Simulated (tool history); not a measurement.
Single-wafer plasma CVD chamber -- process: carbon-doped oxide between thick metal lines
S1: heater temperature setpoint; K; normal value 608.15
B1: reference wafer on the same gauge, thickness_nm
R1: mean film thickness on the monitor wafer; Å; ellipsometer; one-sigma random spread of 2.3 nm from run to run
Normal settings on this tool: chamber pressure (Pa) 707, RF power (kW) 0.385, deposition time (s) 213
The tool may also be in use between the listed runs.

{"run": 1, "hour": 0.0, "S1": 608.15, "chamber pressure (Pa)": 707, "RF power (kW)": 0.41, "deposition time (s)": 213, "B1": 1094.462, "R1": 9739.94}
{"run": 2, "hour": 20.3, "S1": 608.15, "chamber pressure (Pa)": 707, "RF power (kW)": 0.41, "deposition time (s)": 213, "B1": 1093.829, "R1": 9723.48}
{"hour": 23.6, "done": "gauge calibrated"}
{"run": 3, "hour": 53.6, "S1": 608.15, "chamber pressure (Pa)": 707, "RF power (kW)": 0.41, "deposition time (s)": 213, "B1": 1094.621, "R1": 9740.62}
{"run": 4, "hour": 77.2, "S1": 608.15, "chamber pressure (Pa)": 707, "RF power (kW)": 0.385, "deposition time (s)": 213, "B1": 1093.983, "R1": 9320.77}
{"run": 5, "hour": 100.5, "S1": 608.15, "chamber pressure (Pa)": 707, "RF power (kW)": 0.385, "deposition time (s)": 213, "B1": 1094.634, "R1": 9349.16}
{"hour": 109.4, "done": "thermocouple changed; heater temperature recalibrated"}
{"run": 6, "hour": 123.4, "S1": 608.15, "chamber pressure (Pa)": 707, "RF power (kW)": 0.385, "deposition time (s)": 213, "B1": 1094.366, "R1": 9421.64}
{"run": 7, "hour": 135.7, "S1": 608.15, "chamber pressure (Pa)": 707, "RF power (kW)": 0.45, "deposition time (s)": 240, "B1": 1094.476, "R1": 11743.38}
{"run": 8, "hour": 152.1, "S1": 608.15, "chamber pressure (Pa)": 707, "RF power (kW)": 0.385, "deposition time (s)": 213, "B1": 1094.637, "R1": 9464.14}
{"run": 9, "hour": 170.5, "S1": 623.15, "chamber pressure (Pa)": 707, "RF power (kW)": 0.385, "deposition time (s)": 246, "B1": 1095.362, "R1": 10469.84}
{"run": 10, "hour": 193.3, "S1": 608.15, "chamber pressure (Pa)": 707, "RF power (kW)": 0.385, "deposition time (s)": 254, "B1": 1094.973, "R1": 11272.67}
{"run": 11, "hour": 214.9, "S1": 608.15, "chamber pressure (Pa)": 707, "RF power (kW)": 0.46, "deposition time (s)": 213, "B1": 1094.808, "R1": 10540.77}
{"run": 12, "hour": 234.7, "S1": 604.15, "chamber pressure (Pa)": 707, "RF power (kW)": 0.385, "deposition time (s)": 233, "B1": 1096.426, "R1": 10459.65}
{"run": 13, "hour": 263.2, "S1": 599.15, "chamber pressure (Pa)": 875, "RF power (kW)": 0.365, "deposition time (s)": 190, "B1": 1094.517, "R1": 8552.66}
{"run": 14, "hour": 293.9, "S1": 622.15, "chamber pressure (Pa)": 847, "RF power (kW)": 0.325, "deposition time (s)": 231, "B1": 1093.196, "R1": 9105.06}
{"run": 15, "hour": 329.3, "S1": 608.15, "chamber pressure (Pa)": 707, "RF power (kW)": 0.42, "deposition time (s)": 252, "B1": 1095.244, "R1": 11669.17}
{"hour": 338.0, "done": "RF generator calibrated"}
{"run": 16, "hour": 360.4, "S1": 615.15, "chamber pressure (Pa)": 784, "RF power (kW)": 0.385, "deposition time (s)": 174, "B1": 1095.343, "R1": 7753.21}
{"run": 17, "hour": 385.3, "S1": 608.15, "chamber pressure (Pa)": 809, "RF power (kW)": 0.335, "deposition time (s)": 213, "B1": 1094.684, "R1": 8964.5}
{"run": 18, "hour": 419.4, "S1": 613.15, "chamber pressure (Pa)": 855, "RF power (kW)": 0.415, "deposition time (s)": 174, "B1": 1094.877, "R1": 8278.66}
{"run": 19, "hour": 449.6, "S1": 608.15, "chamber pressure (Pa)": 707, "RF power (kW)": 0.385, "deposition time (s)": 172, "B1": 1094.298, "R1": 7742.24}
{"run": 20, "hour": 462.7, "S1": 597.15, "chamber pressure (Pa)": 707, "RF power (kW)": 0.345, "deposition time (s)": 213, "B1": 1095.724, "R1": 9170.1}
{"run": 21, "hour": 488.1, "S1": 596.15, "chamber pressure (Pa)": 779, "RF power (kW)": 0.385, "deposition time (s)": 244, "B1": 1094.471, "R1": 11408.38}
{"run": 22, "hour": 508.2, "S1": 612.15, "chamber pressure (Pa)": 753, "RF power (kW)": 0.33, "deposition time (s)": 213, "B1": 1094.386, "R1": 8682.29}
{"run": 23, "hour": 527.5, "S1": 608.15, "chamber pressure (Pa)": 757, "RF power (kW)": 0.385, "deposition time (s)": 213, "B1": 1094.994, "R1": 9612.59}
{"run": 24, "hour": 546.8, "S1": 608.15, "chamber pressure (Pa)": 707, "RF power (kW)": 0.385, "deposition time (s)": 213, "B1": 1095.88, "R1": 9538.75}
{"run": 25, "hour": 562.4, "S1": 621.15, "chamber pressure (Pa)": 707, "RF power (kW)": 0.385, "deposition time (s)": 241, "B1": 1095.228, "R1": 10435.86}
{"run": 26, "hour": 578.7, "S1": 623.15, "chamber pressure (Pa)": 707, "RF power (kW)": 0.385, "deposition time (s)": 213, "B1": 1095.287, "R1": 9148.99}
{"run": 27, "hour": 613.0, "S1": 608.15, "chamber pressure (Pa)": 707, "RF power (kW)": 0.385, "deposition time (s)": 213, "B1": 1094.593, "R1": 9543.39}
{"run": 28, "hour": 625.9, "S1": 608.15, "chamber pressure (Pa)": 707, "RF power (kW)": 0.385, "deposition time (s)": 213, "B1": 1095.332, "R1": 9545.79}
{"run": 29, "hour": 638.0, "S1": 595.15, "chamber pressure (Pa)": 788, "RF power (kW)": 0.32, "deposition time (s)": 178, "B1": 1094.131, "R1": 7408.51}

Branching from run 29: 3 alternative next runs. What would each branch give?
{"run": "A", "hour": 638.5, "S1": 608.15, "chamber pressure (Pa)": 707, "RF power (kW)": 0.345, "deposition time (s)": 213, "B1": "?", "R1": "?"}
{"run": "B", "hour": 638.5, "S1": 608.15, "chamber pressure (Pa)": 707, "RF power (kW)": 0.385, "deposition time (s)": 249, "B1": "?", "R1": "?"}
{"run": "C", "hour": 638.5, "S1": 619.15, "chamber pressure (Pa)": 707, "RF power (kW)": 0.435, "deposition time (s)": 172, "B1": "?", "R1": "?"}

run=A B1=1095.033 R1=8901.38
run=B B1=1095.033 R1=11137.14
run=C B1=1095.033 R1=8077.14
Without the tool's unlogged condition, the same runs would have read:
run=A R1=9039.52
run=B R1=11309.62
run=C R1=8194.02
